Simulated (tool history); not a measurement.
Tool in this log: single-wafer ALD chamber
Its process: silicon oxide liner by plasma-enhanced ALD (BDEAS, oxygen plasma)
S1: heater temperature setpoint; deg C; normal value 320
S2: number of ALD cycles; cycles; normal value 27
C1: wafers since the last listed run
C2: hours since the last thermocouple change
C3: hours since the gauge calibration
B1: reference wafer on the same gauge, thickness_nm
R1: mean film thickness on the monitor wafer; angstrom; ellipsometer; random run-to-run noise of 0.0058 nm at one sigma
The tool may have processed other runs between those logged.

run   hour   S1  S2   C1      C2     C3     B1     R1
  1    0.0  320  29    0   919.9  111.8  2.042  25.02
  2   32.9  320  29  297   952.8  144.7  2.045  25.04
  3   59.4  320  27  239   979.3  171.2  2.044  23.25
  4   87.8  320  27  256  1007.7  199.6  2.046  23.35
  5  102.6  320  27  133  1022.5  214.4  2.048  23.32
  6  209.4  324  27  965  1129.3  321.2  2.051  23.30
  7  237.9  324  27  257  1157.8  349.7  2.056  23.34
  8  272.0  320  27  308  1191.9  383.8  2.057  23.50
  9  297.0  320  30  225  1216.9  408.8  2.059  26.04
 10  321.0  310  27  216  1240.9  432.8  2.062  23.76
 11  347.2  310  27  236  1267.1  459.0  2.065  23.81
     372.4  -- thermocouple changed; heater temperature recalibrated
 12  373.8  310  27  168     1.4  485.6  2.068  23.83
 13  391.5  320  27  159    19.1  503.3  2.068  23.59
 14  417.1  320  27  231    44.7  528.9  2.071  23.57
 15  437.1  320  27  180    64.7  548.9  2.073  23.70
 16  461.3  320  27  218    88.9  573.1  2.077  23.69
 17  496.5  310  32  318   124.1  608.3  2.080  28.54
 18  527.0  311  31  275   154.6  638.8  2.084  27.58
 19  542.9  320  22  143   170.5  654.7  2.088  19.36
 20  577.0  310  27  308   204.6  688.8  2.092  24.23
 21  608.9  320  27  288   236.5  720.7  2.095  23.92
 22  639.5  327  30  276   267.1  751.3  2.100  26.37
 23  657.9  320  24  166   285.5  769.7  2.103  21.28
     670.5  -- gauge calibrated
 24  684.0  320  27  235   311.6   13.5  2.040  23.23
 25  711.2  310  29  245   338.8   40.7  2.041  25.37
 26  743.6  331  31  292   371.2   73.1  2.041  26.34
 27  766.4  325  22  206   394.0   95.9  2.041  18.81
 28  797.9  320  25  284   425.5  127.4  2.042  21.56
 29  817.2  311  22  174   444.8  146.7  2.043  19.19
 30  874.5  306  25  517   502.1  204.0  2.045  21.98
 31  895.4  309  23  188   523.0  224.9  2.045  20.11

3 ways to go on from here, each from the tool as it stands after run 31. What would each give?
  A  895.8  320  27   3  523.4  225.3   ?   ?
  B  895.8  307  23   3  523.4  225.3   ?   ?
  C  895.8  333  23   3  523.4  225.3   ?   ?

run     B1     R1
  A  2.046  23.42
  B  2.046  20.32
  C  2.046  19.58
With the hidden condition removed and each run's random variation left untouched, the same runs would have given:
run     R1
  A  23.47
  B  20.36
  C  19.62
